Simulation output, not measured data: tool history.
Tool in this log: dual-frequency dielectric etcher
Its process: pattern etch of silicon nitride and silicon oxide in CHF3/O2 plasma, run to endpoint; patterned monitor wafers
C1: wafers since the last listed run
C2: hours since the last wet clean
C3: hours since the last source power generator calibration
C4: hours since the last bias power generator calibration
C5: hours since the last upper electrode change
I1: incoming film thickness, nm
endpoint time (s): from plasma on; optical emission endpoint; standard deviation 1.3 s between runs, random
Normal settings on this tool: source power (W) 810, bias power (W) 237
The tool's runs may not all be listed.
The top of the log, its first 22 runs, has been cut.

Run 23, hour 1144.9: usual settings but bias power (W) 214; C1 631; C2 279.5; C3 391.6; C4 504.6; C5 5101.4; I1 312.6. Result: endpoint time (s) 181.2.
Run 24, hour 1210: usual settings but source power (W) 730, bias power (W) 278; C1 454; C2 344.6; C3 456.7; C4 569.7; C5 5166.5; I1 318.8. Result: endpoint time (s) 181.1.
At hour 1290.5: wet clean of the chamber.
At hour 1302.3: upper electrode replaced.
Run 25, hour 1302.8: usual settings; C1 397; C2 12.3; C3 549.5; C4 662.5; C5 0.5; I1 320.3. Result: endpoint time (s) 182.4.
Run 26, hour 1314.9: usual settings; C1 84; C2 24.4; C3 561.6; C4 674.6; C5 12.6; I1 316.4. Result: endpoint time (s) 181.8.
Run 27, hour 1353: usual settings but source power (W) 640, bias power (W) 278; C1 265; C2 62.5; C3 599.7; C4 712.7; C5 50.7; I1 320.7. Result: endpoint time (s) 204.2.
Run 28, hour 1383: usual settings; C1 209; C2 92.5; C3 629.7; C4 742.7; C5 80.7; I1 313.3. Result: endpoint time (s) 178.7.
Run 29, hour 1441.2: usual settings but source power (W) 930, bias power (W) 217; C1 406; C2 150.7; C3 687.9; C4 800.9; C5 138.9; I1 314.5. Result: endpoint time (s) 168.7.
Run 30, hour 1468.8: usual settings but bias power (W) 180; C1 192; C2 178.3; C3 715.5; C4 828.5; C5 166.5; I1 315.3. Result: endpoint time (s) 192.6.
Run 31, hour 1514.6: usual settings but source power (W) 730, bias power (W) 188; C1 319; C2 224.1; C3 761.3; C4 874.3; C5 212.3; I1 315.9. Result: endpoint time (s) 204.
Run 32, hour 1542: usual settings; C1 191; C2 251.5; C3 788.7; C4 901.7; C5 239.7; I1 312.9. Result: endpoint time (s) 177.
Run 33, hour 1613.4: usual settings but source power (W) 950, bias power (W) 270; C1 498; C2 322.9; C3 860.1; C4 973.1; C5 311.1; I1 317.9. Result: endpoint time (s) 159.2.
Run 34, hour 1682.1: usual settings but source power (W) 670, bias power (W) 193; C1 479; C2 391.6; C3 928.8; C4 1041.8; C5 379.8; I1 317.3. Result: endpoint time (s) 212.7.
Run 35, hour 1706.6: usual settings but source power (W) 690, bias power (W) 184; C1 170; C2 416.1; C3 953.3; C4 1066.3; C5 404.3; I1 311.1. Result: endpoint time (s) 207.
At hour 1742.9: wet clean of the chamber.
Run 36, hour 1756.6: usual settings but source power (W) 940, bias power (W) 214; C1 181; C2 13.7; C3 1003.3; C4 1116.3; C5 454.3; I1 314. Result: endpoint time (s) 171.9.

Forecast each of these 3 alternatives for the next run:
Run A, hour 1757.1: usual settings; C1 3; C2 14.2; C3 1003.8; C4 1116.8; C5 454.8; I1 311.3. Result: endpoint time (s) ?.
Run B, hour 1757.1: usual settings but source power (W) 890, bias power (W) 285; C1 3; C2 14.2; C3 1003.8; C4 1116.8; C5 454.8; I1 311.3. Result: endpoint time (s) ?.
Run C, hour 1757.1: usual settings but bias power (W) 207; C1 3; C2 14.2; C3 1003.8; C4 1116.8; C5 454.8; I1 311.3. Result: endpoint time (s) ?.

run  endpoint time (s)
  A              178.2
  B              159.9
  C              184.9
With no hidden state in the tool, these same runs would have given:
run  endpoint time (s)
  A              178.3
  B                160
  C                185

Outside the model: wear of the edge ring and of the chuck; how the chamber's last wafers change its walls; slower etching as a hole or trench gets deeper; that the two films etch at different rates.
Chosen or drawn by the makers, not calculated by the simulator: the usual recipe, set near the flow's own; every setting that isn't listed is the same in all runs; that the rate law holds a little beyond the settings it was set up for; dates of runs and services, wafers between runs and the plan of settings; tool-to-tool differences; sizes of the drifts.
